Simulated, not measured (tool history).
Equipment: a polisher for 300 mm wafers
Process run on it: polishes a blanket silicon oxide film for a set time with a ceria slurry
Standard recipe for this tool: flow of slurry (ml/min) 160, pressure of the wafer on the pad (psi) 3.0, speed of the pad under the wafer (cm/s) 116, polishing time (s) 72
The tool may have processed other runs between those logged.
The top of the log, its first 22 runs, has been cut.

run	hour	flow of slurry (ml/min)	pressure of the wafer on the pad (psi)	speed of the pad under the wafer (cm/s)	polishing time (s)	incoming thickness of the incoming film, nm	film removed (Å)
23	2000.9	190	3.0	138	89	1870.6	4327
24	2106.3	190	3.0	116	72	1857.8	2877
25	2192.4	160	3.0	116	72	1819.3	2934
# hour 2224.5: worn pad replaced by a new one
26	2272.9	200	3.5	116	72	1858.8	3493
27	2366.1	160	3.0	116	80	1845.7	3377
# hour 2449.2: slurry nozzle cleaned
28	2450.1	105	3.0	90	83	1872.1	2628
# hour 2540.3: head pressure recalibrated
29	2543.2	160	3.0	116	72	1850.8	2911
30	2625.9	160	3.0	116	72	1861.4	2871
31	2713.6	160	3.0	116	72	1884.6	2950
32	2807.6	160	3.0	82	72	1847.2	2169
# hour 2819.5: worn pad replaced by a new one
33	2872.4	160	3.5	116	53	1843.3	2643
34	2932.1	160	3.0	104	72	1834.4	2798

Here are 5 independent what-if runs from the current tool condition. What would each one return?
A	2932.5	160	2.4	116	72	1846.3	?
B	2932.5	140	3.0	84	72	1846.3	?
C	2932.5	160	3.0	146	54	1846.3	?
D	2932.5	160	3.8	116	61	1846.3	?
E	2932.5	195	3.5	104	72	1846.3	?

run	film removed (Å)
A	2452
B	2178
C	2894
D	3290
E	3289
Take away the tool's hidden state, keep each run's random variation, and the runs would have read:
run	film removed (Å)
A	2355
B	2092
C	2779
D	3159
E	3158
